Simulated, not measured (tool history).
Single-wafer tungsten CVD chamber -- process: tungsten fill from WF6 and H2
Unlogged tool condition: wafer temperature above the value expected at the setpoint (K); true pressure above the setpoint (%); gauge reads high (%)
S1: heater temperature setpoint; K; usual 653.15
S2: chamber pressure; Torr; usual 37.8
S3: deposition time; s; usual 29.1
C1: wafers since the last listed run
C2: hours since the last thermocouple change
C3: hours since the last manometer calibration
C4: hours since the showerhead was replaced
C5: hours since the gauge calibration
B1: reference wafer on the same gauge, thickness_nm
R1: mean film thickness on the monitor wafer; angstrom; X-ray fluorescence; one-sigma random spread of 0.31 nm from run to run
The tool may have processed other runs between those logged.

run	day	S1	S2	S3	C1	C2	C3	C4	C5	B1	R1
1	0	642.15	37.8	29.1	0	2564.1	1316.1	6901.8	122.2	48.323	463.3
2	0.579	642.15	37.8	29.1	386	2578	1330	6915.7	136.1	48.45	465.18
3	1.212	653.15	37.8	29.1	422	2593.2	1345.2	6930.9	151.3	48.363	604.84
4	2.054	653.15	37.8	29.1	562	2613.4	1365.4	6951.1	171.5	48.385	605.82
5	3.221	653.15	37.8	29.1	779	2641.4	1393.4	6979.1	199.5	48.414	600.19
6	4.25	653.15	37.8	24.5	687	2666.1	1418.1	7003.8	224.2	48.374	506.23
7	5.1	653.15	37.8	24.5	567	2686.5	1438.5	7024.2	244.6	48.391	511.01
# day 5.783: showerhead replaced
8	5.804	653.15	37.8	24.5	247	2703.4	1455.4	0.5	261.5	48.382	506.22
# day 6.629: capacitance manometer re-zeroed and calibrated
9	6.65	653.15	37.8	31.5	342	2723.7	0.5	20.8	281.8	48.374	651.69
# day 7.512: thermocouple changed; heater temperature recalibrated
10	7.708	653.15	43.2	25.2	484	4.7	25.9	46.2	307.2	48.398	548.14
11	8.342	653.15	34.4	27.2	422	19.9	41.1	61.4	322.4	48.36	544.15

Forecast run 12:
# day 8.833: gauge calibrated
12	9.117	653.15	37.8	29.1	517	38.5	59.7	80	6.8	?	?

Run 12 came out at B1 48.453, R1 602.12 angstrom.
If the tool had no hidden condition, the same run with the same run-to-run variation would have returned R1 602.12 angstrom.
